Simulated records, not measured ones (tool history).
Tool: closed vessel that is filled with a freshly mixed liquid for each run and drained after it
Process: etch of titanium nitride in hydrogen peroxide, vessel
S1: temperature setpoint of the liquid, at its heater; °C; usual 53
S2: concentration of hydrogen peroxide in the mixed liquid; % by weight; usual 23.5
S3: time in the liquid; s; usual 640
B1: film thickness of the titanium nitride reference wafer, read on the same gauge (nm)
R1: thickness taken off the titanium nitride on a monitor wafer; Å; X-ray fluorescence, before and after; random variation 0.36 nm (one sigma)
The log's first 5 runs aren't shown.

run 6 hour=391.8 | S1=53 S2=23.5 S3=640 | B1=119.99 | R1=497.4
run 7 hour=458.7 | S1=53 S2=23.5 S3=795 | B1=120 | R1=613.2
run 8 hour=564.7 | S1=53 S2=23.5 S3=795 | B1=119.99 | R1=612.3
run 9 hour=637.1 | S1=53 S2=23.5 S3=795 | B1=119.98 | R1=621.3
run 10 hour=687.8 | S1=56 S2=23.5 S3=290 | B1=120.02 | R1=278.1
run 11 hour=781.6 | S1=53 S2=23.5 S3=795 | B1=120.02 | R1=612.3
run 12 hour=874.9 | S1=53 S2=23.5 S3=390 | B1=119.99 | R1=303.7
-- hour=923.7 new drum of peroxide connected
run 13 hour=929.4 | S1=53 S2=23.5 S3=640 | B1=120.01 | R1=498.6
-- hour=1004.3 peroxide flow meter replaced
run 14 hour=1065.9 | S1=46.5 S2=20.5 S3=490 | B1=119.98 | R1=232.4
run 15 hour=1114.6 | S1=50.5 S2=30 S3=310 | B1=120 | R1=213.7
run 16 hour=1172.8 | S1=47.5 S2=19.5 S3=920 | B1=120.03 | R1=467.3
run 17 hour=1260.6 | S1=53 S2=23.5 S3=640 | B1=120 | R1=501.3
run 18 hour=1348.8 | S1=63 S2=27 S3=265 | B1=120.03 | R1=420.9
run 19 hour=1423.4 | S1=47 S2=29 S3=640 | B1=120 | R1=341.2
-- hour=1499.7 new drum of peroxide connected
run 20 hour=1514.9 | S1=47.5 S2=28.5 S3=640 | B1=119.98 | R1=353
-- hour=1534.8 gauge calibrated
-- hour=1592.2 peroxide flow meter replaced
run 21 hour=1622.7 | S1=50.5 S2=30 S3=310 | B1=119.96 | R1=214.4
-- hour=1658.3 thermometer replaced
run 22 hour=1721.6 | S1=48 S2=19.5 S3=475 | B1=120 | R1=240.3
run 23 hour=1860.1 | S1=53 S2=23.5 S3=640 | B1=119.98 | R1=489.4
run 24 hour=1902.5 | S1=53 S2=23.5 S3=640 | B1=120 | R1=486.3
run 25 hour=2157.8 | S1=53 S2=23.5 S3=640 | B1=120.04 | R1=493.9
-- hour=2191.8 new drum of peroxide connected
run 26 hour=2197.7 | S1=53 S2=18 S3=275 | B1=120 | R1=198.7
run 27 hour=2236.4 | S1=57.5 S2=23.5 S3=915 | B1=120.02 | R1=958.7
run 28 hour=2328 | S1=45 S2=26.5 S3=425 | B1=120 | R1=187.4
-- hour=2335.7 peroxide flow meter replaced
run 29 hour=2378.9 | S1=53 S2=17 S3=485 | B1=119.99 | R1=350.1
run 30 hour=2468.5 | S1=53 S2=27 S3=880 | B1=120 | R1=697.9

Forecast each of these 3 alternatives for the next run:
run A hour=2469.3 | S1=58 S2=23.5 S3=640 | B1=? | R1=?
run B hour=2469.3 | S1=53 S2=23.5 S3=495 | B1=? | R1=?
run C hour=2469.3 | S1=53 S2=30 S3=640 | B1=? | R1=?

run=A B1=119.98 R1=694.8
run=B B1=119.98 R1=379.1
run=C B1=119.98 R1=517.2
Without the tool's hidden state the same runs would have given:
run=A R1=687.2
run=B R1=374.9
run=C R1=511.3

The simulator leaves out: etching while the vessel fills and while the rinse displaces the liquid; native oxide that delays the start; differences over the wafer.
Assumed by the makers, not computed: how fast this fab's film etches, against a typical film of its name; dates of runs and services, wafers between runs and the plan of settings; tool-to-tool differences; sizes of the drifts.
